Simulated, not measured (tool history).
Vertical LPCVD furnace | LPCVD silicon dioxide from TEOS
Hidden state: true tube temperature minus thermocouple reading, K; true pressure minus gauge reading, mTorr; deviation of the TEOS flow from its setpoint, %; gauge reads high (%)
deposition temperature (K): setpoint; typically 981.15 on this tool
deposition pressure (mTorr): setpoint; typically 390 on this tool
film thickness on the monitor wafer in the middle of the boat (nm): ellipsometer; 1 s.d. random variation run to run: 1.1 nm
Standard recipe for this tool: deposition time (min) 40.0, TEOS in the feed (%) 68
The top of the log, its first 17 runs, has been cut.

run,hour,deposition temperature (K),deposition pressure (mTorr),deposition time (min),TEOS in the feed (%),wafers since the last listed run,hours since the last temperature calibration,hours since the pressure gauge was zeroed,hours since the TEOS flow controller was replaced,hours since the gauge calibration,"read-back reference wafer on the same gauge, thickness",film thickness on the monitor wafer in the middle of the boat (nm)
# hour 438.4: gauge calibrated
18,466.5,981.15,390,40.0,68,485,179.6,316.5,361.7,28.1,437.44,392.88
19,479.9,986.15,390,40.0,68,193,193.0,329.9,375.1,41.5,437.25,441.82
20,510.0,981.15,390,40.0,61,435,223.1,360.0,405.2,71.6,436.53,372.36
21,538.5,976.15,390,40.0,68,412,251.6,388.5,433.7,100.1,437.67,349.49
22,591.0,981.15,390,52.0,68,759,304.1,441.0,486.2,152.6,437.55,510.75
23,621.6,981.15,320,40.0,68,442,334.7,471.6,516.8,183.2,436.55,354.24
24,643.6,981.15,390,40.0,68,318,356.7,493.6,538.8,205.2,437.12,393.27
25,673.5,987.15,475,45.5,78,432,386.6,523.5,568.7,235.1,437.08,605.52
26,693.9,981.15,390,40.0,68,294,407.0,543.9,589.1,255.5,436.67,394.10
27,712.8,975.15,390,40.0,78,273,425.9,562.8,608.0,274.4,436.85,368.02
28,734.3,993.15,390,40.0,68,310,447.4,584.3,629.5,295.9,437.37,515.99
29,758.0,981.15,390,40.0,68,342,471.1,608.0,653.2,319.6,436.76,392.26
30,777.3,981.15,390,40.0,68,279,490.4,627.3,672.5,338.9,436.53,393.93
31,802.7,981.15,390,48.0,68,367,515.8,652.7,697.9,364.3,437.20,471.51

Here are 4 independent what-if runs from the current tool condition. What would each one return?
A,807.4,974.15,390,40.0,68,67,520.5,657.4,702.6,369.0,?,?
B,807.4,981.15,390,49.0,68,67,520.5,657.4,702.6,369.0,?,?
C,807.4,981.15,390,40.0,64,67,520.5,657.4,702.6,369.0,?,?
D,807.4,991.15,300,51.5,68,67,520.5,657.4,702.6,369.0,?,?

run,"read-back reference wafer on the same gauge, thickness",film thickness on the monitor wafer in the middle of the boat (nm)
A,437.09,335.85
B,437.09,483.43
C,437.09,382.86
D,437.09,558.87
What these runs would have given with no unlogged condition in the tool:
run,film thickness on the monitor wafer in the middle of the boat (nm)
A,335.85
B,483.43
C,382.86
D,558.87

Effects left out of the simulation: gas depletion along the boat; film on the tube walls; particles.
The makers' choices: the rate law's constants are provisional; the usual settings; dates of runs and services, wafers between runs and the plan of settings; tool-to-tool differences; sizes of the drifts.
